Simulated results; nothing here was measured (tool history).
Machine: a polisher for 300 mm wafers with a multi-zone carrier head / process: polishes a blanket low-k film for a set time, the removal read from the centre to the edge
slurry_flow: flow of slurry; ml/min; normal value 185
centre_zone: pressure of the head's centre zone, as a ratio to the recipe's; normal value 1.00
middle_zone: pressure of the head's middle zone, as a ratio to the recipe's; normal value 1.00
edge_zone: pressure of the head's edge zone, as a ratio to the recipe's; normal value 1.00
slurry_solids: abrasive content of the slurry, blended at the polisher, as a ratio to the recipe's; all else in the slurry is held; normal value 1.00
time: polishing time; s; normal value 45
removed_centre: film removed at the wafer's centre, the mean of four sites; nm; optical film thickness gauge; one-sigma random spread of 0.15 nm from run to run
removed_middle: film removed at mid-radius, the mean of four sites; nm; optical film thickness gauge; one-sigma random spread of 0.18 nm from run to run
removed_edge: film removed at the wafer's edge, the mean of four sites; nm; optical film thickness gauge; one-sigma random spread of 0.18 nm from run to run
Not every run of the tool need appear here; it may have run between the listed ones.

run	hour	slurry_flow	centre_zone	middle_zone	edge_zone	slurry_solids	time	wafers since the last listed run	wafers polished on this pad	hours since the slurry nozzle was cleaned	hours since the centre zone pressure was calibrated	hours since the edge zone pressure was calibrated	hours since the carrier head's membrane was replaced	incoming thickness of the incoming film, nm	removed_centre	removed_middle	removed_edge
1	0.0	185	1.00	1.00	1.00	1.00	45	0	212	516.1	223.7	1158.2	1461.8	457.4	14.1	14.3	14.4
2	6.4	185	1.00	1.00	1.00	1.00	45	60	272	522.5	230.1	1164.6	1468.2	452.9	14.0	14.5	14.0
3	18.0	185	1.00	1.00	1.00	1.00	52	108	381	534.1	241.7	1176.2	1479.8	458.8	16.3	16.4	16.5
4	27.2	185	1.00	1.00	1.00	1.00	45	86	468	543.3	250.9	1185.4	1489.0	457.5	14.3	14.5	13.9
5	51.8	185	1.00	1.00	1.00	1.00	45	231	699	567.9	275.5	1210.0	1513.6	454.6	14.2	14.2	14.5
# hour 56.2: slurry nozzle cleaned
# hour 65.2: carrier head's membrane replaced by a new one
6	65.7	185	1.00	1.00	1.00	1.00	45	74	773	9.5	289.4	1223.9	0.5	460.8	14.0	14.2	14.4
7	79.0	185	1.00	1.00	1.00	1.00	45	124	898	22.8	302.7	1237.2	13.8	452.6	14.3	14.2	14.4
# hour 95.2: worn pad replaced by a new one
8	95.7	185	1.00	1.00	1.00	1.00	45	119	4	39.5	319.4	1253.9	30.5	468.7	14.2	14.3	14.3
9	102.6	185	1.00	1.00	1.00	1.00	45	64	69	46.4	326.3	1260.8	37.4	462.4	14.1	14.2	14.5
10	110.5	185	1.00	0.95	1.00	1.20	45	74	143	54.3	334.2	1268.7	45.3	459.9	15.3	15.1	15.5
11	117.6	185	1.00	1.00	1.00	1.00	45	66	210	61.4	341.3	1275.8	52.4	468.7	13.9	14.1	14.1
12	132.7	185	1.00	1.05	0.91	1.00	61	141	352	76.5	356.4	1290.9	67.5	461.4	19.0	20.4	18.8
# hour 140.2: centre zone pressure recalibrated
13	147.9	185	0.94	1.00	1.00	1.25	45	124	476	91.7	7.7	1306.1	82.7	461.4	15.0	16.0	15.3
14	165.5	185	0.94	1.00	1.00	1.25	45	165	641	109.3	25.3	1323.7	100.3	465.5	15.0	15.7	15.9
15	174.6	150	1.00	1.00	1.00	1.00	45	85	727	118.4	34.4	1332.8	109.4	458.2	13.7	14.2	14.1
# hour 178.5: edge zone pressure recalibrated
16	190.6	185	1.00	1.00	1.00	1.00	45	131	858	134.4	50.4	12.1	125.4	454.1	14.5	14.3	14.2
17	204.8	205	0.88	0.96	1.00	1.00	45	133	992	148.6	64.6	26.3	139.6	468.8	13.2	14.1	14.5
# hour 213.7: worn pad replaced by a new one
18	214.2	185	1.00	1.03	0.91	1.00	52	50	4	158.0	74.0	35.7	149.0	459.9	16.4	16.5	15.6
19	222.9	185	1.00	1.09	1.00	1.00	59	81	86	166.7	82.7	44.4	157.7	460.0	18.3	19.8	18.6
20	229.3	185	1.09	1.00	1.00	0.80	45	60	146	173.1	89.1	50.8	164.1	460.8	13.2	12.4	12.8
21	241.8	185	1.05	1.10	1.00	1.00	45	117	263	185.6	101.6	63.3	176.6	457.5	14.6	15.2	14.0

Give the tool's hidden conditions for every run:
removal rate lost through wear of the pad, %: 0 on each run
slurry flow missing at the pad, %: 0 on each run
deviation of the centre zone's pressure from its setpoint, %: 0 on each run
deviation of the edge zone's pressure from its setpoint, %: 0 on each run
